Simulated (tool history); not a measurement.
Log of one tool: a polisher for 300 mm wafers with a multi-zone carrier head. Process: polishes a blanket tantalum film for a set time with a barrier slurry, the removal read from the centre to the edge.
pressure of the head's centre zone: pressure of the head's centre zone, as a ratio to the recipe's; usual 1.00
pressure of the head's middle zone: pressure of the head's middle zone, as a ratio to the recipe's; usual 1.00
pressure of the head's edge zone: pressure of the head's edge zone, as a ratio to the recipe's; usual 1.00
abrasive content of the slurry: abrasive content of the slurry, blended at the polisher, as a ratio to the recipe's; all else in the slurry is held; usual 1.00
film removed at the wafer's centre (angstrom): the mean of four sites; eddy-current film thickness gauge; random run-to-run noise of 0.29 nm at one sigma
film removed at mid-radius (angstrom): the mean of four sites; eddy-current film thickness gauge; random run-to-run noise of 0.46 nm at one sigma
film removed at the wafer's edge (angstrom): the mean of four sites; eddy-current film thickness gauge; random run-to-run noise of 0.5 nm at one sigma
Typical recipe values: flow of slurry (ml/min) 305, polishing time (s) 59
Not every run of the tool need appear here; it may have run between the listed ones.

run	hour	flow of slurry (ml/min)	pressure of the head's centre zone	pressure of the head's middle zone	pressure of the head's edge zone	abrasive content of the slurry	polishing time (s)	wafers since the last listed run	wafers polished on this pad	hours since the slurry nozzle was cleaned	hours since the centre zone pressure was calibrated	hours since the edge zone pressure was calibrated	hours since the carrier head's membrane was replaced	incoming thickness of the incoming film, nm	film removed at the wafer's centre (angstrom)	film removed at mid-radius (angstrom)	film removed at the wafer's edge (angstrom)
1	0.0	305	1.00	1.00	1.00	1.00	59	0	227	649.0	1107.9	233.6	1157.7	228.8	606	678	647
2	15.2	305	1.00	1.00	1.00	1.00	59	164	391	664.2	1123.1	248.8	1172.9	228.8	601	676	650
3	30.1	305	1.00	1.00	1.08	0.85	59	160	552	679.1	1138.0	263.7	1187.8	230.1	566	631	639
4	45.3	305	1.00	1.00	1.08	0.85	59	164	716	694.3	1153.2	278.9	1203.0	230.2	562	625	635
5	56.4	365	1.00	1.00	1.00	1.00	59	119	836	705.4	1164.3	290.0	1214.1	230.9	601	671	650
# hour 83.4: worn pad replaced by a new one
6	83.9	365	1.00	1.00	1.00	1.00	59	253	5	732.9	1191.8	317.5	1241.6	233.3	604	678	656
7	89.3	305	1.09	1.00	1.00	1.00	59	58	63	738.3	1197.2	322.9	1247.0	231.0	654	669	651
# hour 97.5: centre zone pressure recalibrated
8	98.5	305	1.09	1.00	1.00	1.00	59	77	141	747.5	1.0	332.1	1256.2	228.5	752	672	644
9	112.4	305	1.09	1.00	1.00	1.00	59	150	291	761.4	14.9	346.0	1270.1	230.6	745	675	650
10	126.0	305	1.04	1.00	1.00	1.00	59	146	438	775.0	28.5	359.6	1283.7	228.9	705	674	647
11	132.8	305	1.00	1.00	1.00	1.00	59	73	511	781.8	35.3	366.4	1290.5	232.5	681	673	646
12	147.8	305	0.94	1.07	1.00	1.00	59	162	673	796.8	50.3	381.4	1305.5	230.5	639	714	647
# hour 149.2: slurry nozzle cleaned
13	163.9	385	1.00	1.00	1.12	1.00	59	163	837	14.7	66.4	397.5	1321.6	234.2	696	685	697
# hour 172.3: edge zone pressure recalibrated
# hour 176.8: worn pad replaced by a new one
# hour 177.1: carrier head's membrane replaced by a new one
14	177.6	305	1.09	1.00	0.89	1.00	59	80	5	28.4	80.1	5.3	0.5	229.1	740	671	614
15	180.1	305	0.90	1.00	1.00	1.00	64	27	32	30.9	82.6	7.8	3.0	229.1	663	729	704
16	196.5	305	1.00	1.00	1.00	1.00	59	177	209	47.3	99.0	24.2	19.4	225.2	683	665	653
17	203.5	360	1.00	1.12	1.00	1.00	73	75	285	54.3	106.0	31.2	26.4	234.3	857	928	810
18	216.1	380	1.00	1.00	1.00	1.00	59	136	421	66.9	118.6	43.8	39.0	231.5	695	683	655
19	224.3	335	1.00	1.00	1.00	1.00	59	88	510	75.1	126.8	52.0	47.2	226.3	689	678	649

Hidden state or all else? Some run-to-run changes of film removed at the wafer's centre (angstrom), split into what the settings, what came in and random variation would give without the hidden state, and what is left for the hidden state (with any gauge scatter that isn't in both results):
Unlogged tool condition in this case: removal rate lost through wear of the pad, %; slurry flow missing at the pad, %; deviation of the centre zone's pressure from its setpoint, %; deviation of the edge zone's pressure from its setpoint, %.
Run 7 -> 8: centre zone pressure recalibrated. film removed at the wafer's centre (angstrom) +98: hidden state +99, all else -1.
Run 16 -> 17: flow of slurry (ml/min) 305 -> 360, pressure of the head's middle zone 1.00 -> 1.12, polishing time (s) 59 -> 73. film removed at the wafer's centre (angstrom) +174: hidden state +1, all else +173.

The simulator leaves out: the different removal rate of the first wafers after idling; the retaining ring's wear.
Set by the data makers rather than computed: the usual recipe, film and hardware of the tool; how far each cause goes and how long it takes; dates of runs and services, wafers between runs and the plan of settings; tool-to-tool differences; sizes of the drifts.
